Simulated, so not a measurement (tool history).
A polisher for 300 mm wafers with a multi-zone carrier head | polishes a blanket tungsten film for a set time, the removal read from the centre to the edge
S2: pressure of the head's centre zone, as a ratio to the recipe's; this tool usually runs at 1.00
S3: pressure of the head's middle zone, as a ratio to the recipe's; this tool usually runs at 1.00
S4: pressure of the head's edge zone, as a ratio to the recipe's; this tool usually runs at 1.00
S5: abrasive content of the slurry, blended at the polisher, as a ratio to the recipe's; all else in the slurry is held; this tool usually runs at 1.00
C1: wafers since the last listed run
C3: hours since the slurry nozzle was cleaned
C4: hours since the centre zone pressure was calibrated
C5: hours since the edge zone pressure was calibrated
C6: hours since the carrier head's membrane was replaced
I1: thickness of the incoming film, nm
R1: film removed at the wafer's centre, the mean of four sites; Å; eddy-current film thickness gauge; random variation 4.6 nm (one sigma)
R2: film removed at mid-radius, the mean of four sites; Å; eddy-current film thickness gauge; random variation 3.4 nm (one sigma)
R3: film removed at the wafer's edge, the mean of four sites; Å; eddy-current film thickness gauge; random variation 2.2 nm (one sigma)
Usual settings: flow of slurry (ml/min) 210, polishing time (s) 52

run 1 day=0.000 | flow_of_slurry_(ml/min)=210 S2=1.00 S3=1.00 S4=1.00 S5=1.00 polishing_time_(s)=52 | C1=0 wafers_polished_on_this_pad=1041 C3=363.6 C4=820.3 C5=548.2 C6=769.0 | I1=1039.3 | R1=3080 R2=3084 R3=2971
run 2 day=0.558 | flow_of_slurry_(ml/min)=210 S2=1.00 S3=1.00 S4=1.03 S5=0.80 polishing_time_(s)=52 | C1=163 wafers_polished_on_this_pad=1204 C3=377.0 C4=833.7 C5=561.6 C6=782.4 | I1=1053.3 | R1=2859 R2=2889 R3=2795
-- day=0.858 worn pad replaced by a new one
run 3 day=0.942 | flow_of_slurry_(ml/min)=210 S2=1.00 S3=1.00 S4=1.00 S5=1.00 polishing_time_(s)=52 | C1=63 wafers_polished_on_this_pad=24 C3=386.2 C4=842.9 C5=570.8 C6=791.6 | I1=1053.3 | R1=3187 R2=3269 R3=3094
run 4 day=1.692 | flow_of_slurry_(ml/min)=210 S2=1.00 S3=1.00 S4=1.00 S5=1.00 polishing_time_(s)=42 | C1=219 wafers_polished_on_this_pad=243 C3=404.2 C4=860.9 C5=588.8 C6=809.6 | I1=1052.6 | R1=2563 R2=2639 R3=2472
run 5 day=2.079 | flow_of_slurry_(ml/min)=210 S2=1.00 S3=1.00 S4=1.00 S5=1.15 polishing_time_(s)=52 | C1=113 wafers_polished_on_this_pad=356 C3=413.5 C4=870.2 C5=598.1 C6=818.9 | I1=1036.6 | R1=3218 R2=3421 R3=3170
run 6 day=2.396 | flow_of_slurry_(ml/min)=155 S2=1.00 S3=1.00 S4=1.05 S5=1.00 polishing_time_(s)=47 | C1=92 wafers_polished_on_this_pad=449 C3=421.1 C4=877.8 C5=605.7 C6=826.5 | I1=1041.2 | R1=2665 R2=2796 R3=2728
run 7 day=2.808 | flow_of_slurry_(ml/min)=210 S2=1.00 S3=1.00 S4=1.00 S5=1.00 polishing_time_(s)=52 | C1=120 wafers_polished_on_this_pad=570 C3=431.0 C4=887.7 C5=615.6 C6=836.4 | I1=1055.2 | R1=3083 R2=3222 R3=3065
run 8 day=3.342 | flow_of_slurry_(ml/min)=210 S2=1.00 S3=1.00 S4=1.00 S5=1.00 polishing_time_(s)=52 | C1=156 wafers_polished_on_this_pad=726 C3=443.8 C4=900.5 C5=628.4 C6=849.2 | I1=1045.8 | R1=3191 R2=3241 R3=3049
-- day=4.175 carrier head's membrane replaced by a new one
-- day=4.271 edge zone pressure recalibrated
run 9 day=4.292 | flow_of_slurry_(ml/min)=210 S2=0.96 S3=0.95 S4=1.00 S5=1.00 polishing_time_(s)=52 | C1=192 wafers_polished_on_this_pad=919 C3=466.6 C4=923.3 C5=0.5 C6=2.8 | I1=1042.6 | R1=2969 R2=2986 R3=3000
-- day=4.583 centre zone pressure recalibrated
run 10 day=4.717 | flow_of_slurry_(ml/min)=210 S2=1.00 S3=1.00 S4=1.00 S5=1.00 polishing_time_(s)=52 | C1=99 wafers_polished_on_this_pad=1019 C3=476.8 C4=3.2 C5=10.7 C6=13.0 | I1=1034.8 | R1=3005 R2=3147 R3=2955
-- day=5.325 worn pad replaced by a new one
run 11 day=5.346 | flow_of_slurry_(ml/min)=240 S2=0.97 S3=0.91 S4=1.04 S5=1.00 polishing_time_(s)=52 | C1=135 wafers_polished_on_this_pad=6 C3=491.9 C4=18.3 C5=25.8 C6=28.1 | I1=1047.4 | R1=3189 R2=3079 R3=3209
-- day=5.621 slurry nozzle cleaned
run 12 day=5.879 | flow_of_slurry_(ml/min)=275 S2=1.08 S3=1.12 S4=1.00 S5=1.00 polishing_time_(s)=38 | C1=143 wafers_polished_on_this_pad=150 C3=6.2 C4=31.1 C5=38.6 C6=40.9 | I1=1029.3 | R1=2590 R2=2697 R3=2335
run 13 day=6.400 | flow_of_slurry_(ml/min)=155 S2=1.11 S3=1.11 S4=1.06 S5=1.00 polishing_time_(s)=52 | C1=152 wafers_polished_on_this_pad=302 C3=18.7 C4=43.6 C5=51.1 C6=53.4 | I1=1022.6 | R1=3287 R2=3361 R3=3041
run 14 day=6.804 | flow_of_slurry_(ml/min)=135 S2=1.00 S3=1.00 S4=1.00 S5=1.00 polishing_time_(s)=52 | C1=118 wafers_polished_on_this_pad=421 C3=28.4 C4=53.3 C5=60.8 C6=63.1 | I1=1020.9 | R1=2823 R2=3023 R3=2907
run 15 day=7.054 | flow_of_slurry_(ml/min)=150 S2=1.09 S3=1.00 S4=1.06 S5=1.00 polishing_time_(s)=52 | C1=73 wafers_polished_on_this_pad=494 C3=34.4 C4=59.3 C5=66.8 C6=69.1 | I1=1036.9 | R1=3124 R2=3036 R3=2971
run 16 day=9.233 | flow_of_slurry_(ml/min)=210 S2=1.06 S3=0.94 S4=1.00 S5=1.15 polishing_time_(s)=52 | C1=637 wafers_polished_on_this_pad=1132 C3=86.7 C4=111.6 C5=119.1 C6=121.4 | I1=1051.0 | R1=3307 R2=3073 R3=3030
run 17 day=9.654 | flow_of_slurry_(ml/min)=145 S2=1.00 S3=1.00 S4=1.00 S5=1.00 polishing_time_(s)=52 | C1=123 wafers_polished_on_this_pad=1255 C3=96.8 C4=121.7 C5=129.2 C6=131.5 | I1=1029.6 | R1=2731 R2=2893 R3=2758
-- day=10.079 worn pad replaced by a new one
run 18 day=10.225 | flow_of_slurry_(ml/min)=210 S2=1.00 S3=1.00 S4=1.00 S5=1.00 polishing_time_(s)=52 | C1=118 wafers_polished_on_this_pad=42 C3=110.5 C4=135.4 C5=142.9 C6=145.2 | I1=1028.9 | R1=3177 R2=3261 R3=3060
run 19 day=10.879 | flow_of_slurry_(ml/min)=210 S2=1.00 S3=1.00 S4=1.00 S5=1.00 polishing_time_(s)=52 | C1=191 wafers_polished_on_this_pad=233 C3=126.2 C4=151.1 C5=158.6 C6=160.9 | I1=1034.4 | R1=3109 R2=3261 R3=3094
run 20 day=11.175 | flow_of_slurry_(ml/min)=210 S2=1.00 S3=1.00 S4=1.00 S5=0.85 polishing_time_(s)=52 | C1=86 wafers_polished_on_this_pad=320 C3=133.3 C4=158.2 C5=165.7 C6=168.0 | I1=1040.7 | R1=2989 R2=3122 R3=2921
run 21 day=11.542 | flow_of_slurry_(ml/min)=210 S2=1.00 S3=1.00 S4=1.00 S5=1.00 polishing_time_(s)=52 | C1=107 wafers_polished_on_this_pad=427 C3=142.1 C4=167.0 C5=174.5 C6=176.8 | I1=1041.1 | R1=3117 R2=3176 R3=3017

Measured result minus the same run's result without the hidden state. Both carry the same run-to-run variation, though not necessarily the same gauge scatter:
The hidden state here: removal rate lost through wear of the pad, %; slurry flow missing at the pad, %; deviation of the centre zone's pressure from its setpoint, %; deviation of the edge zone's pressure from its setpoint, %.
run=1 R1=-144 R2=-144 R3=-139
run=2 R1=-178 R2=-179 R3=-173
run=3 R1=-1 R2=+0 R3=+0
run=4 R1=-5 R2=-6 R3=-6
run=5 R1=-15 R2=-17 R3=-15
run=6 R1=-20 R2=-22 R3=-21
run=7 R1=-38 R2=-40 R3=-38
run=8 R1=-64 R2=-66 R3=-62
run=9 R1=-117 R2=-118 R3=-118
run=10 R1=-151 R2=-158 R3=-149
run=11 R1=-6 R2=-5 R3=-6
run=12 R1=-7 R2=-7 R3=-7
run=13 R1=-18 R2=-19 R3=-16
run=14 R1=-25 R2=-26 R3=-26
run=15 R1=-36 R2=-35 R3=-34
run=16 R1=-177 R2=-165 R3=-163
run=17 R1=-180 R2=-192 R3=-182
run=18 R1=-40 R2=-42 R3=-39
run=19 R1=-46 R2=-48 R3=-46
run=20 R1=-49 R2=-52 R3=-48
run=21 R1=-61 R2=-62 R3=-59

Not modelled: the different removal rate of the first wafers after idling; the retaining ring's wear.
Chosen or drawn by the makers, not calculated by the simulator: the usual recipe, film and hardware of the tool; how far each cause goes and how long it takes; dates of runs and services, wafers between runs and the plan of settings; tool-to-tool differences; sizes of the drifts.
